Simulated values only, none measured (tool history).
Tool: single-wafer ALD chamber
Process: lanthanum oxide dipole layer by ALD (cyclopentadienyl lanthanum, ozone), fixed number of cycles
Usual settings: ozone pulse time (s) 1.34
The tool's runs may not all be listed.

run,day,ozone pulse time (s),"read-back reference wafer on the same gauge, thickness_nm",mean film thickness on the monitor wafer (angstrom)
1,0.000,1.15,0.433,4.69
2,0.742,1.15,0.433,4.68
3,1.204,1.19,0.432,4.80
4,1.908,1.34,0.432,5.06
5,2.212,1.34,0.433,5.04
6,4.196,1.34,0.432,5.00
# day 4.875: thermocouple changed; heater temperature recalibrated
7,4.896,1.34,0.434,5.01
8,5.392,1.34,0.433,5.01
9,5.800,1.34,0.433,5.03
10,6.075,0.96,0.433,4.07
# day 6.971: showerhead replaced
11,6.992,0.96,0.432,4.07
12,7.471,1.61,0.433,5.25
13,8.125,1.61,0.432,5.23
14,8.762,1.61,0.434,5.27
15,9.442,1.17,0.433,4.76
# day 10.000: ozone generator serviced
16,10.021,1.75,0.433,5.34
17,10.246,1.70,0.434,5.31
18,10.658,1.66,0.433,5.30
19,11.250,1.34,0.433,5.04
20,11.850,1.55,0.434,5.18
21,12.308,1.68,0.433,5.27
22,14.058,0.87,0.434,3.57
23,14.375,1.52,0.433,5.26
24,14.958,1.72,0.433,5.27
# day 15.171: gauge calibrated
25,15.396,1.60,0.432,5.24
26,15.754,1.62,0.433,5.27
27,16.208,1.06,0.433,4.44
28,16.612,1.69,0.433,5.35
29,17.162,1.34,0.433,5.03
30,17.433,1.05,0.433,4.40
31,18.121,1.34,0.433,5.05
32,18.612,1.34,0.433,5.05
33,19.179,1.13,0.434,4.64
34,19.521,0.85,0.433,3.42
35,20.029,0.97,0.432,4.07

4 ways to go on from here, each from the tool as it stands after run 35. What would each give?
A,20.046,1.34,?,?
B,20.046,0.83,?,?
C,20.046,0.98,?,?
D,20.046,1.07,?,?

run,"read-back reference wafer on the same gauge, thickness_nm",mean film thickness on the monitor wafer (angstrom)
A,0.433,5.01
B,0.433,3.29
C,0.433,4.12
D,0.433,4.45
Without the tool's hidden state the same runs would have given:
run,mean film thickness on the monitor wafer (angstrom)
A,5.01
B,3.29
C,4.12
D,4.45
